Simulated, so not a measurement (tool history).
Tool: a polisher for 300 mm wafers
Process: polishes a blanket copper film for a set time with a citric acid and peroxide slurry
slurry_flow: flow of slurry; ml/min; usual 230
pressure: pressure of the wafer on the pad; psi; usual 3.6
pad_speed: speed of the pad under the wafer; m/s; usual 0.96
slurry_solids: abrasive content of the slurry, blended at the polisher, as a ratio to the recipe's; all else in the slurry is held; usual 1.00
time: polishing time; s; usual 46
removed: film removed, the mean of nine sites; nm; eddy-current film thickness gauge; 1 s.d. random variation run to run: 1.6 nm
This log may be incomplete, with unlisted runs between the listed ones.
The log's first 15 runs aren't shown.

run,day,slurry_flow,pressure,pad_speed,slurry_solids,time,wafers since the last listed run,wafers polished on this pad,hours since the slurry nozzle was cleaned,hours since the head pressure was calibrated,hours since the slurry blender was calibrated,"incoming thickness of the incoming film, nm",removed
16,15.708,230,3.6,1.24,0.75,51,302,768,270.8,1469.9,65.8,963.6,128.9
17,16.621,230,3.6,0.96,1.00,46,223,991,292.7,1491.8,87.7,932.8,95.5
18,17.438,230,4.8,0.78,1.00,37,199,1191,312.3,1511.4,107.3,945.6,81.6
# day 17.692: worn pad replaced by a new one
19,18.400,230,3.6,0.96,0.80,52,194,173,335.4,1534.5,130.4,959.2,110.0
20,19.438,230,3.6,0.96,1.00,46,253,427,360.3,1559.4,155.3,939.7,99.5
# day 20.383: slurry nozzle cleaned
21,20.779,230,3.9,0.96,1.10,46,318,745,9.5,1591.6,187.5,949.9,106.0
22,21.483,230,4.1,1.22,1.20,59,172,917,26.4,1608.5,204.4,941.6,177.0
# day 22.271: head pressure recalibrated
23,22.371,230,3.6,0.96,1.00,46,196,1114,47.7,2.4,225.7,941.7,106.0
24,23.475,230,3.9,0.96,1.10,46,270,1384,74.2,28.9,252.2,954.0,112.4
# day 23.808: worn pad replaced by a new one
25,23.988,280,3.6,0.96,1.00,46,84,43,86.5,41.2,264.5,956.9,117.5
26,24.688,270,3.6,0.78,1.00,46,171,214,103.3,58.0,281.3,962.3,97.8
27,25.579,230,3.6,0.96,1.00,46,218,432,124.7,79.4,302.7,950.3,116.7
# day 25.883: slurry blender recalibrated
28,26.562,230,4.3,0.96,1.00,33,220,652,148.3,103.0,16.3,940.4,94.8
29,27.221,210,2.4,0.96,1.00,46,161,813,164.1,118.8,32.1,964.1,73.9
30,28.058,230,3.6,0.96,1.00,50,204,1018,184.2,138.9,52.2,933.6,116.4

Branching from run 30: 3 alternative next runs. What would each branch give?
A,28.075,230,2.6,0.96,1.00,46,4,1022,184.6,139.3,52.6,942.2,?
B,28.075,195,3.6,0.96,1.00,36,4,1022,184.6,139.3,52.6,942.2,?
C,28.075,185,4.7,0.66,1.00,37,4,1022,184.6,139.3,52.6,942.2,?

run,removed
A,77.9
B,82.8
C,78.8
Without the tool's unlogged condition, the same runs would have read:
run,removed
A,83.8
B,89.1
C,84.8
